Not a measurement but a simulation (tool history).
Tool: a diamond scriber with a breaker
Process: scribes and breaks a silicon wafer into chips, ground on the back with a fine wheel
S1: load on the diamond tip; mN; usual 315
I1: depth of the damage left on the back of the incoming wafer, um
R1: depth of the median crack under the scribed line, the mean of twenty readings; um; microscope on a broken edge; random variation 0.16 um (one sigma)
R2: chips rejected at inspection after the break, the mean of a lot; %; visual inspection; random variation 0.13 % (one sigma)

run 1 day=0 | S1=255 | I1=1.72 | R1=8.84 R2=12.36
run 2 day=0.879 | S1=255 | I1=2.57 | R1=8.65 R2=14.22
run 3 day=1.783 | S1=315 | I1=1.83 | R1=9.89 R2=4.44
run 4 day=2.488 | S1=315 | I1=2.16 | R1=9.68 R2=5.25
run 5 day=3.629 | S1=315 | I1=2.96 | R1=9.4 R2=7.14
run 6 day=4.988 | S1=315 | I1=2.8 | R1=9.62 R2=8.12
run 7 day=6.021 | S1=245 | I1=1.83 | R1=7.73 R2=21.59
run 8 day=7.046 | S1=245 | I1=1.52 | R1=7.95 R2=20.09
-- day=7.271 load on the tip recalibrated
run 9 day=7.921 | S1=367 | I1=2.55 | R1=9.96 R2=4.8
run 10 day=8.679 | S1=246 | I1=2.19 | R1=7.6 R2=28.85
-- day=9.55 diamond tip replaced by a new one, of another model than before
run 11 day=9.754 | S1=392 | I1=1.66 | R1=13.05 R2=5.32
run 12 day=10.946 | S1=227 | I1=2.1 | R1=8.31 R2=19.19
run 13 day=12.217 | S1=255 | I1=2.74 | R1=9.13 R2=10.81
run 14 day=12.975 | S1=315 | I1=1.68 | R1=10.69 R2=1.7
run 15 day=13.625 | S1=284 | I1=2.83 | R1=9.95 R2=5.02
run 16 day=14.558 | S1=373 | I1=2.64 | R1=12.42 R2=3.91
run 17 day=15.058 | S1=281 | I1=2.49 | R1=9.9 R2=5.14

Some steps in R1 between neighbouring runs. How much of each would the tool show without its hidden state too (settings, what came in, random variation), and how much is left for the hidden state, with any gauge scatter that isn't in both results?
The hidden state here: share of the diamond tip's cutting effectiveness lost through wear, %; deviation of the load on the tip from its setpoint, %.
Run 10 -> 11: S1 246 -> 392, diamond tip replaced by a new one, of another model than before. R1 +5.45 um: hidden state +1.59, all else +3.86.

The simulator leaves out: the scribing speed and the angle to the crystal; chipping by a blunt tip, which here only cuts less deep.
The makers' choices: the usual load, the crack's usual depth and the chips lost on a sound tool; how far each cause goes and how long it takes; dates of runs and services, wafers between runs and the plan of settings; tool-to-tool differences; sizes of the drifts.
